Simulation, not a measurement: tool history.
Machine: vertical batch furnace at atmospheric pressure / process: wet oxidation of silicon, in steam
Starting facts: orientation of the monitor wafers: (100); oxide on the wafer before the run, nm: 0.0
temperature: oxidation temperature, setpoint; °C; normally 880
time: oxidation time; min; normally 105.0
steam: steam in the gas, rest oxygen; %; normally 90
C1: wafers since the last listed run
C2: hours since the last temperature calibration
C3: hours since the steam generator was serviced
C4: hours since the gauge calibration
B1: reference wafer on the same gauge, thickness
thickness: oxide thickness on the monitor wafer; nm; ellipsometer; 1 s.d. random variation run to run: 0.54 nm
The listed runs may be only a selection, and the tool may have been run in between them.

Run 1, hour 0.0: usual settings; C1 0; C2 3436.7; C3 738.8; C4 890.6; B1 127.98. Result: thickness 153.03 nm.
Run 2, hour 193.1: usual settings; C1 2517; C2 3629.8; C3 931.9; C4 1083.7; B1 128.00. Result: thickness 152.78 nm.
Run 3, hour 275.0: usual settings but steam 97 %; C1 1067; C2 3711.7; C3 1013.8; C4 1165.6; B1 128.04. Result: thickness 163.87 nm.
Run 4, hour 533.9: usual settings; C1 3374; C2 3970.6; C3 1272.7; C4 1424.5; B1 128.02. Result: thickness 152.78 nm.
Run 5, hour 570.7: usual settings; C1 479; C2 4007.4; C3 1309.5; C4 1461.3; B1 127.95. Result: thickness 151.80 nm.
Run 6, hour 671.7: usual settings; C1 1316; C2 4108.4; C3 1410.5; C4 1562.3; B1 128.10. Result: thickness 152.90 nm.
Run 7, hour 778.2: usual settings; C1 1388; C2 4214.9; C3 1517.0; C4 1668.8; B1 128.04. Result: thickness 152.40 nm.
Run 8, hour 814.5: usual settings; C1 473; C2 4251.2; C3 1553.3; C4 1705.1; B1 127.96. Result: thickness 152.60 nm.
Run 9, hour 858.4: usual settings but temperature 874 °C; C1 572; C2 4295.1; C3 1597.2; C4 1749.0; B1 128.09. Result: thickness 139.35 nm.
At hour 910.1: gauge calibrated.
At hour 933.2: thermocouples replaced and temperature profile calibrated.
Run 10, hour 933.7: usual settings but temperature 874 °C; C1 668; C2 0.5; C3 1672.5; C4 23.6; B1 128.04. Result: thickness 140.10 nm.
At hour 1018.1: steam generator serviced.
Run 11, hour 1018.6: usual settings; C1 793; C2 85.4; C3 0.5; C4 108.5; B1 127.98. Result: thickness 152.63 nm.
Run 12, hour 1057.5: usual settings; C1 507; C2 124.3; C3 39.4; C4 147.4; B1 127.91. Result: thickness 152.79 nm.
Run 13, hour 1147.8: usual settings but temperature 864 °C, time 145.0 min; C1 1177; C2 214.6; C3 129.7; C4 237.7; B1 127.91. Result: thickness 159.27 nm.
Run 14, hour 1192.2: usual settings but steam 96 %; C1 578; C2 259.0; C3 174.1; C4 282.1; B1 128.09. Result: thickness 162.78 nm.
Run 15, hour 1228.5: usual settings; C1 473; C2 295.3; C3 210.4; C4 318.4; B1 128.11. Result: thickness 152.06 nm.
Run 16, hour 1308.2: usual settings; C1 1038; C2 375.0; C3 290.1; C4 398.1; B1 128.06. Result: thickness 152.94 nm.
Run 17, hour 1389.2: usual settings but steam 82 %; C1 1055; C2 456.0; C3 371.1; C4 479.1; B1 128.09. Result: thickness 140.86 nm.
Run 18, hour 1459.1: usual settings but temperature 897 °C, time 80.0 min; C1 911; C2 525.9; C3 441.0; C4 549.0; B1 127.94. Result: thickness 153.64 nm.
Run 19, hour 1549.0: usual settings but temperature 892 °C, time 78.5 min; C1 1171; C2 615.8; C3 530.9; C4 638.9; B1 127.93. Result: thickness 140.67 nm.
Run 20, hour 1635.3: usual settings but temperature 892 °C, steam 97 %; C1 1124; C2 702.1; C3 617.2; C4 725.2; B1 128.00. Result: thickness 194.40 nm.
Run 21, hour 1725.5: usual settings but steam 87 %; C1 1175; C2 792.3; C3 707.4; C4 815.4; B1 128.03. Result: thickness 148.13 nm.
Run 22, hour 1824.7: usual settings but time 152.0 min; C1 1293; C2 891.5; C3 806.6; C4 914.6; B1 127.98. Result: thickness 211.61 nm.
Run 23, hour 1870.4: usual settings but time 146.5 min; C1 595; C2 937.2; C3 852.3; C4 960.3; B1 128.07. Result: thickness 204.44 nm.
Run 24, hour 1950.0: usual settings but temperature 862 °C, time 54.5 min, steam 97 %; C1 1037; C2 1016.8; C3 931.9; C4 1039.9; B1 128.05. Result: thickness 66.43 nm.
Run 25, hour 2262.3: usual settings; C1 4071; C2 1329.1; C3 1244.2; C4 1352.2; B1 128.10. Result: thickness 152.52 nm.
Run 26, hour 2326.6: usual settings but temperature 889 °C, time 154.0 min; C1 838; C2 1393.4; C3 1308.5; C4 1416.5; B1 128.10. Result: thickness 243.85 nm.

Consider 5 possible next runs. They are alternatives, not a sequence: every one starts from the tool as it was left by run 26. What does each give?
Run A, hour 2332.2: usual settings but steam 79 %; C1 73; C2 1399.0; C3 1314.1; C4 1422.1; B1 ?. Result: thickness ?.
Run B, hour 2332.2: usual settings but temperature 873 °C; C1 73; C2 1399.0; C3 1314.1; C4 1422.1; B1 ?. Result: thickness ?.
Run C, hour 2332.2: usual settings but temperature 865 °C, time 90.5 min, steam 82 %; C1 73; C2 1399.0; C3 1314.1; C4 1422.1; B1 ?. Result: thickness ?.
Run D, hour 2332.2: usual settings but temperature 887 °C, time 64.5 min, steam 97 %; C1 73; C2 1399.0; C3 1314.1; C4 1422.1; B1 ?. Result: thickness ?.
Run E, hour 2332.2: usual settings but temperature 888 °C, time 147.0 min, steam 79 %; C1 73; C2 1399.0; C3 1314.1; C4 1422.1; B1 ?. Result: thickness ?.

run      B1  thickness
  A  128.02     135.71
  B  128.02     137.20
  C  128.02      96.37
  D  128.02     116.75
  E  128.02     205.54
With the hidden condition removed and each run's random variation left untouched, the same runs would have given:
run  thickness
  A     135.71
  B     137.20
  C      96.37
  D     116.75
  E     205.54
